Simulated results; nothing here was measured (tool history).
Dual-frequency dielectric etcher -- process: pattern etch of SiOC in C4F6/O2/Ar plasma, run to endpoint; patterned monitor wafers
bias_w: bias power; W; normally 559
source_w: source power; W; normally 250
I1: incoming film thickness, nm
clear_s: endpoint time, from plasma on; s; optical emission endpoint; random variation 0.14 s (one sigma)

{"run": 1, "hour": 0.0, "bias_w": 559, "source_w": 250, "I1": 45.35, "clear_s": 19}
{"run": 2, "hour": 19.4, "bias_w": 559, "source_w": 250, "I1": 45.59, "clear_s": 18.9}
{"run": 3, "hour": 44.7, "bias_w": 559, "source_w": 250, "I1": 45.44, "clear_s": 19}
{"run": 4, "hour": 59.9, "bias_w": 559, "source_w": 250, "I1": 45.32, "clear_s": 18.6}
{"run": 5, "hour": 77.8, "bias_w": 492, "source_w": 250, "I1": 45.74, "clear_s": 19.9}
{"run": 6, "hour": 94.5, "bias_w": 559, "source_w": 250, "I1": 45.54, "clear_s": 19}
{"run": 7, "hour": 109.1, "bias_w": 559, "source_w": 250, "I1": 45.22, "clear_s": 18.6}
{"run": 8, "hour": 133.9, "bias_w": 559, "source_w": 250, "I1": 45.4, "clear_s": 18.9}
{"run": 9, "hour": 148.0, "bias_w": 559, "source_w": 280, "I1": 45.49, "clear_s": 18.6}
{"run": 10, "hour": 162.7, "bias_w": 559, "source_w": 280, "I1": 45.4, "clear_s": 18.4}
{"hour": 209.1, "done": "wet clean of the chamber"}
{"run": 11, "hour": 209.6, "bias_w": 559, "source_w": 250, "I1": 45.21, "clear_s": 18.8}
{"run": 12, "hour": 213.2, "bias_w": 559, "source_w": 250, "I1": 45.43, "clear_s": 19}
{"run": 13, "hour": 241.7, "bias_w": 559, "source_w": 250, "I1": 45.45, "clear_s": 18.6}
{"run": 14, "hour": 269.2, "bias_w": 559, "source_w": 250, "I1": 45.08, "clear_s": 18.9}
{"hour": 302.3, "done": "source power generator calibrated"}
{"run": 15, "hour": 302.8, "bias_w": 641, "source_w": 210, "I1": 45.05, "clear_s": 18.6}
{"run": 16, "hour": 331.1, "bias_w": 559, "source_w": 250, "I1": 45.72, "clear_s": 19.1}
{"run": 17, "hour": 354.5, "bias_w": 479, "source_w": 210, "I1": 45.56, "clear_s": 20.2}
{"run": 18, "hour": 380.9, "bias_w": 429, "source_w": 230, "I1": 45.85, "clear_s": 20.5}
{"hour": 403.6, "done": "bias power generator calibrated"}
{"run": 19, "hour": 416.6, "bias_w": 559, "source_w": 250, "I1": 44.7, "clear_s": 18.7}
{"run": 20, "hour": 471.9, "bias_w": 618, "source_w": 250, "I1": 45.64, "clear_s": 18.5}
{"run": 21, "hour": 495.1, "bias_w": 612, "source_w": 290, "I1": 45.26, "clear_s": 17.9}
{"run": 22, "hour": 531.1, "bias_w": 647, "source_w": 250, "I1": 45, "clear_s": 18.1}
{"run": 23, "hour": 625.7, "bias_w": 661, "source_w": 200, "I1": 44.65, "clear_s": 18.6}
{"hour": 659.3, "done": "wet clean of the chamber"}
{"run": 24, "hour": 659.8, "bias_w": 559, "source_w": 250, "I1": 45.48, "clear_s": 19}
{"run": 25, "hour": 660.1, "bias_w": 559, "source_w": 270, "I1": 45.29, "clear_s": 18.4}
{"run": 26, "hour": 670.0, "bias_w": 559, "source_w": 250, "I1": 45.25, "clear_s": 18.7}
{"hour": 710.2, "done": "upper electrode replaced"}
{"run": 27, "hour": 710.7, "bias_w": 428, "source_w": 290, "I1": 44.94, "clear_s": 19.3}
{"run": 28, "hour": 711.0, "bias_w": 524, "source_w": 220, "I1": 45.79, "clear_s": 19.9}
{"run": 29, "hour": 796.2, "bias_w": 559, "source_w": 250, "I1": 45.22, "clear_s": 18.8}
{"run": 30, "hour": 830.6, "bias_w": 428, "source_w": 250, "I1": 44.91, "clear_s": 20}
{"run": 31, "hour": 848.4, "bias_w": 621, "source_w": 210, "I1": 45.79, "clear_s": 18.9}
{"run": 32, "hour": 864.4, "bias_w": 505, "source_w": 250, "I1": 45.62, "clear_s": 19.6}
{"run": 33, "hour": 898.7, "bias_w": 559, "source_w": 250, "I1": 45.47, "clear_s": 18.8}
{"run": 34, "hour": 923.3, "bias_w": 492, "source_w": 250, "I1": 45.41, "clear_s": 19.7}
{"run": 35, "hour": 955.0, "bias_w": 559, "source_w": 250, "I1": 45.41, "clear_s": 18.9}

What was the tool's hidden state at every run in the log?
etch rate over this chamber's usual, %: 0 in every run
bias power that arrives over what is set, %: 0 in every run
source power that arrives over what is set, %: 0 in every run
